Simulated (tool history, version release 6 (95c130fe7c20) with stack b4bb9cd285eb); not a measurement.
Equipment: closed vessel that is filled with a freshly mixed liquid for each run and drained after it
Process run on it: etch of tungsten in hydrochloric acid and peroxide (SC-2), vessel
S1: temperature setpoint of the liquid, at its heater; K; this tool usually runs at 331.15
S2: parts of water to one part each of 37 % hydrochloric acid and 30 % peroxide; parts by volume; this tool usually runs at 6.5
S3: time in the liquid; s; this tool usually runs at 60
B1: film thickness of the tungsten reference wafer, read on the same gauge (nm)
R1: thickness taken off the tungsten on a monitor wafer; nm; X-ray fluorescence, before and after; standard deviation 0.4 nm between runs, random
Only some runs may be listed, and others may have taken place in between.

run,hour,S1,S2,S3,B1,R1
1,0.0,331.15,6.5,40,100.00,34.24
2,37.3,331.15,6.5,60,100.02,51.01
3,95.1,331.15,6.5,60,99.98,51.09
4,144.1,331.15,6.5,60,100.02,50.42
5,247.9,331.15,6.5,60,100.02,51.32
6,316.2,331.15,6.5,60,100.00,50.61
7,360.1,328.65,6.5,45,99.99,32.60
8,407.6,331.15,6.5,60,100.03,51.37
9,470.2,331.15,6.5,60,100.01,51.06
# hour 492.3: thermometer replaced
10,509.6,331.15,6.5,60,100.00,50.64
11,576.1,331.15,6.5,50,99.99,42.42
12,646.9,331.15,6.5,80,100.00,67.63
13,684.9,331.15,6.5,60,99.99,50.45
14,750.1,340.15,6.5,60,100.00,90.63
15,791.6,337.65,5.0,60,100.00,94.23
16,831.3,331.15,9.5,60,99.98,37.26
# hour 850.2: new drum of peroxide connected
17,876.6,331.15,7.5,90,99.98,67.65
18,903.9,328.65,5.5,40,99.98,32.64
19,966.3,324.15,8.0,75,100.00,33.77
20,996.2,340.65,6.5,60,100.02,91.32
21,1062.0,331.15,6.5,60,100.02,51.61
22,1093.3,334.15,4.0,30,100.00,43.71
23,1122.1,331.15,6.5,60,99.98,51.11
# hour 1134.5: chemicals flow meter replaced
24,1193.1,331.15,6.5,60,99.99,51.20
# hour 1231.1: gauge calibrated
25,1252.9,324.65,8.5,35,99.98,15.78
26,1310.5,339.65,9.0,80,99.98,88.44
27,1360.6,327.65,5.5,60,100.03,45.62
28,1415.3,333.65,6.5,60,100.01,59.56
29,1453.6,328.65,4.0,95,100.02,98.86
30,1518.7,331.15,6.5,60,100.01,51.26
31,1682.2,331.15,8.5,60,100.00,40.93

Predict each of these 3 candidate next runs independently; none follows another, all start after run 31:
A,1682.9,331.15,5.0,60,?,?
B,1682.9,331.15,6.5,90,?,?
C,1682.9,331.15,4.0,60,?,?

run,B1,R1
A,99.99,61.66
B,99.99,76.16
C,99.99,71.93
Had the tool no hidden state, the same runs would have come out as:
run,R1
A,61.66
B,76.16
C,71.93
